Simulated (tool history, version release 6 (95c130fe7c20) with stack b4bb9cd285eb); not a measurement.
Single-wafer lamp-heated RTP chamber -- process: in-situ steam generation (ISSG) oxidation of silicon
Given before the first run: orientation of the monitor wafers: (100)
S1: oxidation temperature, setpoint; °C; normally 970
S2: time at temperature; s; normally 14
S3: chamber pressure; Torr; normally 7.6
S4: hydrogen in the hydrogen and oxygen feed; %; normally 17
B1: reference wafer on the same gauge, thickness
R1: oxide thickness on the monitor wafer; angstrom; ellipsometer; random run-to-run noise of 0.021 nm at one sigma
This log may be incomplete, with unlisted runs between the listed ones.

run,hour,S1,S2,S3,S4,B1,R1
1,0,970,14,7.6,17,3.369,36.83
2,88.5,970,14,7.6,17,3.369,36.79
# hour 120.6: pyrometer window cleaned and pyrometer calibrated
3,138.5,970,14,7.6,17,3.369,36.52
4,181.5,958,14,7.6,17,3.37,35.5
5,217.5,958,14,7.6,17,3.368,35.27
6,272,970,14,7.6,17,3.372,36.9
# hour 317.9: pressure gauge zeroed
7,328.4,970,14,7.6,17,3.37,37.05
# hour 365.5: pyrometer window cleaned and pyrometer calibrated
8,376.9,970,14,7.6,17,3.368,37.49
9,415.6,970,14,7.6,17,3.366,37.92
# hour 454.3: gauge calibrated
10,462.9,985,18,6.9,11,3.37,40.21
# hour 501.8: hydrogen flow controller replaced
11,523.8,970,17,7.6,22,3.369,43.37
# hour 603.5: pyrometer window cleaned and pyrometer calibrated, repeated, since the last time left the tool worse
12,610.8,975,16,6.9,11,3.372,35.33
13,679.6,987,14,7.1,11,3.369,35.07
14,784.9,952,12,7.6,14,3.375,31.62
# hour 808.8: pyrometer window cleaned and pyrometer calibrated
15,846.9,970,14,7.6,23,3.369,39.06
16,918.1,953,14,7.6,17,3.369,35.21
17,1000.8,970,14,7.6,17,3.366,36.89
# hour 1023.8: pyrometer window cleaned and pyrometer calibrated
18,1049.3,958,14,7.6,17,3.37,35.78

Alternative continuations, all from the tool just after run 18; predict every row:
A,1049.7,970,14,7.6,17,?,?
B,1049.7,951,14,9.1,11,?,?
C,1049.7,970,14,7.2,17,?,?
D,1049.7,970,10,6.9,27,?,?
E,1049.7,956,14,7.6,17,?,?

run,B1,R1
A,3.37,36.79
B,3.37,31.57
C,3.37,36.69
D,3.37,36.28
E,3.37,35.36
Without the tool's unlogged condition, the same runs would have read:
run,R1
A,36.62
B,31.44
C,36.51
D,36.13
E,35.2

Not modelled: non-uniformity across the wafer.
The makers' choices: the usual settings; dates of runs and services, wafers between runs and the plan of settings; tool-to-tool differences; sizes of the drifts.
